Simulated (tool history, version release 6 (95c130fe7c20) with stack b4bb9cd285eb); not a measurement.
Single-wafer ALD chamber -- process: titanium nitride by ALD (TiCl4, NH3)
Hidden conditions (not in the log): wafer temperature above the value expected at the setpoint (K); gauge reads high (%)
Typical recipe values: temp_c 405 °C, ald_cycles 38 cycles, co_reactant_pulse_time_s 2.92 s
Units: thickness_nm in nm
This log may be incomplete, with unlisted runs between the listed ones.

| run | hour | temp_c | ald_cycles | co_reactant_pulse_time_s | wafers since the last listed run | hours since the last thermocouple change | hours since the showerhead was replaced | hours since the gauge calibration | read-back reference wafer on the same gauge, thickness_nm | thickness_nm |
|---|---|---|---|---|---|---|---|---|---|---|
| 1 | 0 | 405 | 38 | 2.67 | 0 | 1700.2 | 7785.5 | 68.2 | 0.747 | 0.769 |
| 2 | 6 | 405 | 38 | 2.92 | 28 | 1706.2 | 7791.5 | 74.2 | 0.745 | 0.776 |
| 3 | 18.6 | 405 | 38 | 2.92 | 59 | 1718.8 | 7804.1 | 86.8 | 0.745 | 0.777 |
| 4 | 47.3 | 405 | 38 | 2.92 | 136 | 1747.5 | 7832.8 | 115.5 | 0.747 | 0.772 |
|  | 70.7 | showerhead replaced |
| 5 | 71.2 | 401 | 38 | 2.92 | 75 | 1771.4 | 0.5 | 139.4 | 0.747 | 0.775 |
| 6 | 79.9 | 394 | 38 | 2.92 | 41 | 1780.1 | 9.2 | 148.1 | 0.746 | 0.77 |
| 7 | 90.9 | 405 | 38 | 2.92 | 52 | 1791.1 | 20.2 | 159.1 | 0.746 | 0.775 |
| 8 | 101 | 410 | 34 | 1.83 | 47 | 1801.2 | 30.3 | 169.2 | 0.745 | 0.682 |
| 9 | 110.3 | 391 | 44 | 1.85 | 44 | 1810.5 | 39.6 | 178.5 | 0.746 | 0.87 |
| 10 | 122 | 410 | 38 | 1.77 | 55 | 1822.2 | 51.3 | 190.2 | 0.747 | 0.76 |
|  | 134.5 | thermocouple changed; heater temperature recalibrated |
| 11 | 137.6 | 416 | 38 | 2.92 | 36 | 3.1 | 66.9 | 205.8 | 0.746 | 0.779 |
|  | 142 | gauge calibrated |
| 12 | 154.5 | 412 | 35 | 1.91 | 80 | 20 | 83.8 | 12.5 | 0.745 | 0.703 |
| 13 | 162.3 | 405 | 38 | 2.92 | 36 | 27.8 | 91.6 | 20.3 | 0.746 | 0.774 |
| 14 | 179.9 | 405 | 38 | 2.32 | 83 | 45.4 | 109.2 | 37.9 | 0.746 | 0.767 |

Predict each of these 3 candidate next runs independently; none follows another, all start after run 14:
| A | 180.4 | 405 | 38 | 2.29 | 2 | 45.9 | 109.7 | 38.4 | ? | ? |
| B | 180.4 | 395 | 38 | 1.78 | 2 | 45.9 | 109.7 | 38.4 | ? | ? |
| C | 180.4 | 405 | 38 | 2.42 | 2 | 45.9 | 109.7 | 38.4 | ? | ? |

| run | read-back reference wafer on the same gauge, thickness_nm | thickness_nm |
|---|---|---|
| A | 0.746 | 0.769 |
| B | 0.746 | 0.755 |
| C | 0.746 | 0.771 |
Take away the tool's hidden state, keep each run's random variation, and the runs would have read:
| run | thickness_nm |
|---|---|
| A | 0.769 |
| B | 0.755 |
| C | 0.771 |
